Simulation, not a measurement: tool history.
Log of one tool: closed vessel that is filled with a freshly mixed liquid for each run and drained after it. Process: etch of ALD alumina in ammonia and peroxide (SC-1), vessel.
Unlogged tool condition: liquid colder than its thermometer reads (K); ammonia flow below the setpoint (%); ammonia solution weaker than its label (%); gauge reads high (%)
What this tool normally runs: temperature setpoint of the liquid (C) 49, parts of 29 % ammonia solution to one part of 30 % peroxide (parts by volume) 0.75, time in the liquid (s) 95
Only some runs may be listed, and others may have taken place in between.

run,day,temperature setpoint of the liquid (C),parts of 29 % ammonia solution to one part of 30 % peroxide (parts by volume),time in the liquid (s),wafers since the last listed run,hours since the thermometer was replaced,hours since the ammonia flow meter was replaced,hours since the drum of ammonia solution was connected,hours since the gauge calibration,"read-back film thickness of the ALD alumina reference wafer, read on the same gauge (nm)",thickness taken off the ALD alumina on a monitor wafer (angstrom)
1,0,55.5,0.75,140,0,699.4,232,134,126.6,59.998,76.15
2,0.704,49,1.05,80,1000,716.3,248.9,150.9,143.5,59.985,31.58
3,1.771,49,0.75,60,1515,741.9,274.5,176.5,169.1,60.03,22.88
4,2.35,49,0.75,60,822,755.8,288.4,190.4,183,60.024,22.67
5,2.933,53.5,0.75,115,828,769.8,302.4,204.4,197,60.004,56.29
6,4.025,53.5,0.75,115,1550,796,328.6,230.6,223.2,60.026,55.42
# day 5.012: thermometer replaced
7,5.112,53.5,0.75,115,1485,2.4,354.7,256.7,249.3,59.991,62.77
# day 5.262: new drum of ammonia solution connected
8,5.992,56,0.5,135,1189,23.5,375.8,17.5,270.4,60.018,81.25
# day 6.238: gauge calibrated
9,6.862,44.5,0.45,95,1236,44.4,396.7,38.4,15,60.004,29.9
10,8.079,49,0.85,50,1728,73.6,425.9,67.6,44.2,60.05,21.25
# day 8.375: ammonia flow meter replaced
11,8.783,49,0.75,95,940,90.5,9.8,84.5,61.1,60.013,39.91
12,9.504,49,0.75,95,1023,107.8,27.1,101.8,78.4,59.996,38.95
13,10.754,45.5,0.75,95,1775,137.8,57.1,131.8,108.4,60.004,32.2
14,12.2,54.5,1.1,95,2053,172.5,91.8,166.5,143.1,59.992,54.18

Results for each run, recomputed without the tool's hidden state and with each run's random variation untouched:
run,thickness taken off the ALD alumina on a monitor wafer (angstrom)
1,85.17
2,35.6
3,25.89
4,25.72
5,63.75
6,63.04
7,63.25
8,82.11
9,30.35
10,21.67
11,40.8
12,39.94
13,33.21
14,56.06

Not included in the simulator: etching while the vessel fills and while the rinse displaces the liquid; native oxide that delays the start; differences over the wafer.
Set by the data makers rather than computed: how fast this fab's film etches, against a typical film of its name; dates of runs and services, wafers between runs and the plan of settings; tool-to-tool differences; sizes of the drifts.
